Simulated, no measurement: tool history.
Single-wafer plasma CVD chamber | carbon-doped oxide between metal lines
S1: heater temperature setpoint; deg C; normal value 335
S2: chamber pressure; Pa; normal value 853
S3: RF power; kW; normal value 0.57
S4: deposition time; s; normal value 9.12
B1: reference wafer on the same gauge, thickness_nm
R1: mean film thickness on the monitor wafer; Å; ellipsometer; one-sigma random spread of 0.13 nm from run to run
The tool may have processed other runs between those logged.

run    hour   S1    S2     S3     S4      B1      R1
  1       0  335   853  0.505   9.12  63.124  518.07
  2    29.9  335   853  0.505   9.12  63.084  521.52
  3    81.7  335   853   0.57   9.12  63.101  565.55
  4   109.1  335   853   0.57   9.12  63.084  567.28
      155.3  -- capacitance manometer re-zeroed and calibrated
  5   155.8  335   853   0.57   9.12  63.092   566.5
  6   210.5  335  1019  0.505    9.7  63.114  553.54
      329.8  -- RF generator calibrated
      343.2  -- gauge calibrated
        376  -- showerhead replaced
  7   411.6  335   853   0.57   9.12  63.107  579.15
  8   459.5  335  1037   0.57   7.53  63.043  485.84
  9   514.9  349   853   0.57   9.12  63.053  553.35
 10     564  349   711   0.57   7.64  63.082  458.04
 11   590.3  322   853   0.57   9.12  63.149  612.97
 12   654.8  349   953   0.57     10  63.131  609.31
 13   699.2  335   853  0.495   9.12  63.089  522.45
 14   754.1  335   737   0.48  10.49   63.08  580.91
 15   802.5  335   853   0.57   9.12  63.127  580.56
        824  -- thermocouple changed; heater temperature recalibrated
 16   839.2  329   853   0.61   9.12   63.08  624.34
 17   875.4  323   929   0.57   7.42  63.066  497.54
 18   947.8  350   853  0.535   9.12  63.173  527.12
 19   977.6  331   853   0.53   7.74  63.155  475.71
 20  1036.7  335   853   0.57   9.12  63.081  578.74
 21  1077.8  335   853   0.57   9.12  63.136     579
 22    1145  335  1045   0.57   9.12  63.092  583.31
 23  1173.3  335   853  0.605   9.12  63.097  603.97
 24    1234  350   668  0.665   8.58   63.07  564.75
 25  1283.8  335   853   0.57   7.52    63.1  476.54
 26  1343.4  335   853   0.57   9.12  63.097  577.93
 27  1385.8  335   853   0.57   9.12  63.029  577.09

Alternative continuations, all from the tool just after run 27; predict every row:
  A  1386.2  345   853   0.57   9.12   ?   ?
  B  1386.2  335   853  0.535   9.12   ?   ?
  C  1386.2  329   853  0.475   7.77   ?   ?
  D  1386.2  349  1057   0.57   9.12   ?   ?
  E  1386.2  342   651   0.57  10.09   ?   ?

run      B1      R1
  A  63.175  555.53
  B  63.175  549.74
  C  63.175   439.2
  D  63.175  554.12
  E  63.175   607.1
Had the tool no hidden state, the same runs would have come out as:
run      R1
  A  559.78
  B  554.06
  C  442.75
  D  558.36
  E  611.74
